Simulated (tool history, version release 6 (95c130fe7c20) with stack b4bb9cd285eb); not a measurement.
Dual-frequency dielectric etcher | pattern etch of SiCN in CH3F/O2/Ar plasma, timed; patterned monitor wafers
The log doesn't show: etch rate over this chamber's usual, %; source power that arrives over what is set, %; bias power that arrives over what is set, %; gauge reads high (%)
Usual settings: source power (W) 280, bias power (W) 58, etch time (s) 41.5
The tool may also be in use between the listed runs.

| run | hour | source power (W) | bias power (W) | etch time (s) | wafers since the last listed run | hours since the last wet clean | hours since the last source power generator calibration | hours since the last bias power generator calibration | hours since the last upper electrode change | hours since the gauge calibration | read-back reference wafer on the same gauge, depth_nm | mean etch depth across the wafer (nm) |
|---|---|---|---|---|---|---|---|---|---|---|---|---|
| 1 | 0.0 | 280 | 58 | 41.5 | 0 | 449.9 | 2438.6 | 3662.1 | 3926.7 | 2001.7 | 12.99 | 11.93 |
| 2 | 37.2 | 280 | 58 | 41.5 | 469 | 487.1 | 2475.8 | 3699.3 | 3963.9 | 2038.9 | 12.98 | 12.02 |
|  | 157.1 | wet clean of the chamber |
| 3 | 157.6 | 280 | 58 | 41.5 | 1217 | 0.5 | 2596.2 | 3819.7 | 4084.3 | 2159.3 | 13.01 | 13.20 |
| 4 | 199.5 | 280 | 58 | 41.5 | 529 | 42.4 | 2638.1 | 3861.6 | 4126.2 | 2201.2 | 13.01 | 13.24 |
| 5 | 265.2 | 280 | 58 | 41.5 | 829 | 108.1 | 2703.8 | 3927.3 | 4191.9 | 2266.9 | 13.02 | 13.18 |
| 6 | 352.8 | 280 | 58 | 41.5 | 1106 | 195.7 | 2791.4 | 4014.9 | 4279.5 | 2354.5 | 12.99 | 13.13 |
| 7 | 410.0 | 280 | 58 | 41.5 | 722 | 252.9 | 2848.6 | 4072.1 | 4336.7 | 2411.7 | 12.96 | 13.14 |
|  | 522.7 | wet clean of the chamber, repeated, since the last time left the tool worse |
| 8 | 523.2 | 280 | 58 | 41.5 | 1126 | 0.5 | 2961.8 | 4185.3 | 4449.9 | 2524.9 | 13.01 | 12.44 |
| 9 | 592.1 | 280 | 65 | 46.0 | 870 | 69.4 | 3030.7 | 4254.2 | 4518.8 | 2593.8 | 13.00 | 14.03 |
| 10 | 655.3 | 280 | 65 | 46.0 | 798 | 132.6 | 3093.9 | 4317.4 | 4582.0 | 2657.0 | 12.99 | 13.98 |
|  | 710.2 | upper electrode replaced |
|  | 720.9 | bias power generator calibrated |
| 11 | 757.0 | 280 | 58 | 41.5 | 930 | 234.3 | 3195.6 | 36.1 | 46.8 | 2758.7 | 13.02 | 12.23 |
| 12 | 810.2 | 280 | 58 | 41.5 | 671 | 287.5 | 3248.8 | 89.3 | 100.0 | 2811.9 | 13.00 | 12.13 |
| 13 | 906.9 | 280 | 58 | 41.5 | 1221 | 384.2 | 3345.5 | 186.0 | 196.7 | 2908.6 | 12.99 | 12.18 |
| 14 | 997.4 | 250 | 46 | 41.5 | 1143 | 474.7 | 3436.0 | 276.5 | 287.2 | 2999.1 | 12.99 | 10.93 |
| 15 | 1060.5 | 280 | 71 | 41.5 | 797 | 537.8 | 3499.1 | 339.6 | 350.3 | 3062.2 | 13.01 | 12.53 |
|  | 1099.4 | wet clean of the chamber |
|  | 1114.5 | gauge calibrated |
| 16 | 1120.9 | 230 | 58 | 41.5 | 459 | 21.5 | 3559.5 | 400.0 | 410.7 | 6.4 | 12.99 | 11.36 |
| 17 | 1216.7 | 280 | 58 | 41.5 | 1210 | 117.3 | 3655.3 | 495.8 | 506.5 | 102.2 | 12.96 | 12.31 |
|  | 1258.5 | source power generator calibrated |
| 18 | 1292.9 | 280 | 58 | 41.5 | 911 | 193.5 | 34.4 | 572.0 | 582.7 | 178.4 | 12.99 | 12.34 |
| 19 | 1377.0 | 280 | 58 | 41.5 | 1062 | 277.6 | 118.5 | 656.1 | 666.8 | 262.5 | 12.99 | 12.33 |
| 20 | 1455.5 | 280 | 58 | 41.5 | 991 | 356.1 | 197.0 | 734.6 | 745.3 | 341.0 | 13.01 | 12.10 |
|  | 1652.4 | wet clean of the chamber |
| 21 | 1765.1 | 280 | 47 | 41.5 | 3607 | 112.7 | 506.6 | 1044.2 | 1054.9 | 650.6 | 13.02 | 11.79 |
| 22 | 1870.7 | 220 | 64 | 51.5 | 1333 | 218.3 | 612.2 | 1149.8 | 1160.5 | 756.2 | 12.99 | 13.75 |
| 23 | 1945.1 | 330 | 69 | 34.0 | 939 | 292.7 | 686.6 | 1224.2 | 1234.9 | 830.6 | 13.00 | 11.13 |
| 24 | 2034.9 | 280 | 54 | 33.0 | 1134 | 382.5 | 776.4 | 1314.0 | 1324.7 | 920.4 | 12.99 | 9.50 |
| 25 | 2126.0 | 280 | 58 | 41.5 | 1150 | 473.6 | 867.5 | 1405.1 | 1415.8 | 1011.5 | 13.01 | 12.05 |
| 26 | 2173.5 | 280 | 51 | 41.5 | 599 | 521.1 | 915.0 | 1452.6 | 1463.3 | 1059.0 | 13.01 | 11.81 |
| 27 | 2261.5 | 280 | 58 | 50.5 | 1111 | 609.1 | 1003.0 | 1540.6 | 1551.3 | 1147.0 | 13.01 | 14.68 |
|  | 2326.1 | wet clean of the chamber |
| 28 | 2326.6 | 310 | 70 | 33.0 | 519 | 0.5 | 1068.1 | 1605.7 | 1616.4 | 1212.1 | 12.99 | 10.72 |
| 29 | 2399.7 | 280 | 54 | 33.0 | 923 | 73.6 | 1141.2 | 1678.8 | 1689.5 | 1285.2 | 12.98 | 9.64 |
| 30 | 2457.4 | 280 | 47 | 48.5 | 728 | 131.3 | 1198.9 | 1736.5 | 1747.2 | 1342.9 | 13.00 | 13.77 |

The tool's hidden state at each run:
source power that arrives over what is set, %: 0 in every run
bias power that arrives over what is set, %: 0 in every run
gauge reads high (%): 0 in every run
H1: etch rate over this chamber's usual, %
| run | H1 |
|---|---|
| 1 | -3.2 |
| 2 | -3.42 |
| 3 | 6.9 |
| 4 | 6.66 |
| 5 | 6.27 |
| 6 | 5.75 |
| 7 | 5.42 |
| 8 | -0.141 |
| 9 | -0.546 |
| 10 | -0.917 |
| 11 | -1.51 |
| 12 | -1.83 |
| 13 | -2.39 |
| 14 | -2.93 |
| 15 | -3.3 |
| 16 | 0.0914 |
| 17 | -0.471 |
| 18 | -0.919 |
| 19 | -1.41 |
| 20 | -1.87 |
| 21 | -0.713 |
| 22 | -1.33 |
| 23 | -1.77 |
| 24 | -2.3 |
| 25 | -2.83 |
| 26 | -3.11 |
| 27 | -3.63 |
| 28 | -0.352 |
| 29 | -0.781 |
| 30 | -1.12 |
